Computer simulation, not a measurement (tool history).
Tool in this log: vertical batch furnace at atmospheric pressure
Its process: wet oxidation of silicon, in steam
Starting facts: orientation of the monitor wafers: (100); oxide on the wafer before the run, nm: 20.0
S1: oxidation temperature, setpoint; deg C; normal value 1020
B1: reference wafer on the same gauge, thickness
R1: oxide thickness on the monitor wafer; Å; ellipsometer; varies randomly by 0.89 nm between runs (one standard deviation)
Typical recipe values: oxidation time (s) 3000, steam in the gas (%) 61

Run 1, hour 0.0: usual settings; B1 318.74. Result: R1 2758.4 Å.
Run 2, hour 43.5: usual settings; B1 318.62. Result: R1 2754.1 Å.
Run 3, hour 95.8: usual settings; B1 319.01. Result: R1 2763.3 Å.
Run 4, hour 150.1: usual settings; B1 319.21. Result: R1 2761.9 Å.
Run 5, hour 220.6: usual settings; B1 319.36. Result: R1 2764.2 Å.
Run 6, hour 270.9: usual settings; B1 318.81. Result: R1 2756.2 Å.
Run 7, hour 331.2: usual settings but steam in the gas (%) 68; B1 318.74. Result: R1 2960.8 Å.
Run 8, hour 390.7: usual settings; B1 319.25. Result: R1 2749.0 Å.
At hour 439.6: steam generator serviced.
Run 9, hour 451.4: usual settings; B1 318.97. Result: R1 2874.9 Å.
At hour 470.1: gauge calibrated.
Run 10, hour 479.1: usual settings; B1 319.33. Result: R1 2860.4 Å.
Run 11, hour 507.5: usual settings; B1 319.20. Result: R1 2867.8 Å.
Run 12, hour 566.2: usual settings but S1 1036 deg C, steam in the gas (%) 69; B1 318.72. Result: R1 3448.1 Å.
At hour 590.5: thermocouples replaced and temperature profile calibrated.
Run 13, hour 605.0: usual settings; B1 318.84. Result: R1 2858.6 Å.
Run 14, hour 656.6: usual settings but S1 1007 deg C, oxidation time (s) 4080, steam in the gas (%) 51; B1 319.27. Result: R1 2843.2 Å.
Run 15, hour 724.1: usual settings but S1 1007 deg C, oxidation time (s) 4290, steam in the gas (%) 55; B1 319.25. Result: R1 3093.9 Å.
Run 16, hour 792.6: usual settings but steam in the gas (%) 70; B1 318.79. Result: R1 3131.3 Å.
Run 17, hour 856.6: usual settings but S1 1027 deg C, steam in the gas (%) 56; B1 319.41. Result: R1 2842.2 Å.
Run 18, hour 895.4: usual settings but S1 1037 deg C; B1 318.86. Result: R1 3214.6 Å.
Run 19, hour 960.3: usual settings but S1 1007 deg C, steam in the gas (%) 68; B1 319.36. Result: R1 2784.0 Å.
Run 20, hour 1016.4: usual settings but S1 1012 deg C, steam in the gas (%) 50; B1 319.03. Result: R1 2334.1 Å.
Run 21, hour 1077.4: usual settings but S1 1027 deg C, steam in the gas (%) 56; B1 318.88. Result: R1 2823.4 Å.
Run 22, hour 1139.9: usual settings but S1 1031 deg C; B1 319.19. Result: R1 3059.6 Å.
Run 23, hour 1191.0: usual settings but S1 1027 deg C, steam in the gas (%) 56; B1 318.85. Result: R1 2802.4 Å.

3 ways to go on from here, each from the tool as it stands after run 23. What would each give?
Run A, hour 1195.6: usual settings but steam in the gas (%) 71; B1 ?. Result: R1 ?.
Run B, hour 1195.6: usual settings but S1 1043 deg C; B1 ?. Result: R1 ?.
Run C, hour 1195.6: usual settings but S1 1036 deg C, oxidation time (s) 3720, steam in the gas (%) 50; B1 ?. Result: R1 ?.

run      B1      R1
  A  318.53  3140.8
  B  318.53  3301.8
  C  318.53  3194.3
What these runs would have given with no unlogged condition in the tool:
run      R1
  A  3203.9
  B  3365.5
  C  3256.8

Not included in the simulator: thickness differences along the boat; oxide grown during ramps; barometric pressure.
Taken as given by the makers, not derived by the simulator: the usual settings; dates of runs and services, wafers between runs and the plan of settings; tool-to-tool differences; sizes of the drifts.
